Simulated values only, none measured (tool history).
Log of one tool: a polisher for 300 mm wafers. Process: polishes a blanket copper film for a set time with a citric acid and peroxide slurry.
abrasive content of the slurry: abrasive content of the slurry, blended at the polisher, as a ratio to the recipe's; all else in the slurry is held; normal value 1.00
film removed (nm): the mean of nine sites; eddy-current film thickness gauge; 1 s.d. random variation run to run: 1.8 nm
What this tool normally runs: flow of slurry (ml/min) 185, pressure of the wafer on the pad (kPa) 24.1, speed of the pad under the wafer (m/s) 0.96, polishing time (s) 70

run     day  flow of slurry (ml/min)  pressure of the wafer on the pad (kPa)  speed of the pad under the wafer (m/s)  abrasive content of the slurry  polishing time (s)  wafers since the last listed run  wafers polished on this pad  hours since the slurry nozzle was cleaned  hours since the head pressure was calibrated  hours since the slurry blender was calibrated  incoming thickness of the incoming film, nm  film removed (nm)
  1   0.000                      185                                    24.1                                    0.96                            1.00                  70                                 0                           19                                        8.4                                         293.5                                          121.0                                        647.4              140.9
  2   2.592                      185                                    24.1                                    0.96                            1.00                  70                               318                          338                                       70.6                                         355.7                                          183.2                                        651.5              138.9
  3   3.662                      185                                    24.1                                    0.96                            1.00                  70                               131                          470                                       96.3                                         381.4                                          208.9                                        638.6              140.1
  4   6.354                      185                                    24.1                                    0.96                            0.80                  84                               331                          801                                      160.9                                         446.0                                          273.5                                        652.6              157.9
      7.508  -- worn pad replaced by a new one
  5   7.654                      185                                    24.1                                    0.96                            0.80                  84                               139                           18                                      192.1                                         477.2                                          304.7                                        645.9              160.6
  6   9.279                      185                                    24.1                                    0.96                            1.00                  70                               199                          218                                      231.1                                         516.2                                          343.7                                        651.2              141.8
     10.396  -- slurry nozzle cleaned
  7  11.721                      185                                    24.1                                    0.96                            1.00                  70                               295                          513                                       31.8                                         574.8                                          402.3                                        650.7              140.8
  8  13.942                      185                                    24.1                                    0.96                            1.00                  70                               273                          786                                       85.1                                         628.1                                          455.6                                        647.0              138.9
     14.271  -- slurry blender recalibrated
  9  15.146                      225                                    20.0                                    0.96                            1.00                  70                               137                          924                                      114.0                                         657.0                                           21.0                                        653.2              124.7
     17.121  -- worn pad replaced by a new one
 10  17.142                      185                                    24.1                                    0.96                            1.00                  70                               225                            2                                      161.9                                         704.9                                           68.9                                        648.4              143.9
 11  19.729                      185                                    24.1                                    0.96                            1.00                  70                               318                          320                                      224.0                                         767.0                                          131.0                                        643.5              139.7
     20.642  -- slurry nozzle cleaned
 12  22.233                      130                                    16.5                                    0.70                            0.75                  70                               303                          623                                       38.2                                         827.1                                          191.1                                        638.2               79.3
 13  23.954                      185                                    19.3                                    0.96                            1.25                  77                               211                          835                                       79.5                                         868.4                                          232.4                                        650.4              136.3
     24.183  -- head pressure recalibrated
     25.108  -- worn pad replaced by a new one
 14  26.317                      210                                    24.1                                    1.24                            0.75                  70                               259                          148                                      136.2                                          51.2                                          289.1                                        643.9              167.2
 15  30.138                      225                                    17.9                                    0.72                            0.80                  70                               470                          618                                      227.9                                         142.9                                          380.8                                        660.3               92.9
     32.004  -- slurry nozzle cleaned
 16  33.079                      185                                    24.1                                    1.22                            1.20                  70                               356                          975                                       25.8                                         213.5                                          451.4                                        653.9              161.9
     33.438  -- slurry blender recalibrated
     34.292  -- worn pad replaced by a new one
 17  35.971                      185                                    24.1                                    0.96                            1.00                  70                               325                          206                                       95.2                                         282.9                                           60.8                                        656.1              141.7
 18  37.567                      125                                    21.4                                    0.96                            1.00                  49                               196                          402                                      133.5                                         321.2                                           99.1                                        637.3               83.7
 19  40.496                      150                                    29.0                                    0.96                            0.90                  61                               360                          763                                      203.8                                         391.5                                          169.4                                        655.2              125.3
     41.650  -- worn pad replaced by a new one
 20  42.625                      185                                    24.1                                    0.96                            1.00                  70                               241                          119                                      254.9                                         442.6                                          220.5                                        653.8              140.7

Each row is a separate what-if for the run after 20, all from the same tool condition, not one after another. Results?
  A  42.646                      185                                    24.1                                    0.96                            1.00                  70                                 2                          122                                      255.4                                         443.1                                          221.0                                        659.4                  ?
  B  42.646                      185                                    26.2                                    1.24                            1.10                  59                                 2                          122                                      255.4                                         443.1                                          221.0                                        659.4                  ?
  C  42.646                      185                                    24.1                                    0.96                            0.80                  70                                 2                          122                                      255.4                                         443.1                                          221.0                                        659.4                  ?
  D  42.646                      145                                    29.0                                    0.80                            1.00                  47                                 2                          122                                      255.4                                         443.1                                          221.0                                        659.4                  ?

run  film removed (nm)
  A              138.1
  B              151.5
  C              133.5
  D               88.8
Without the tool's unlogged condition, the same runs would have read:
run  film removed (nm)
  A              138.7
  B              152.1
  C              134.0
  D               89.2
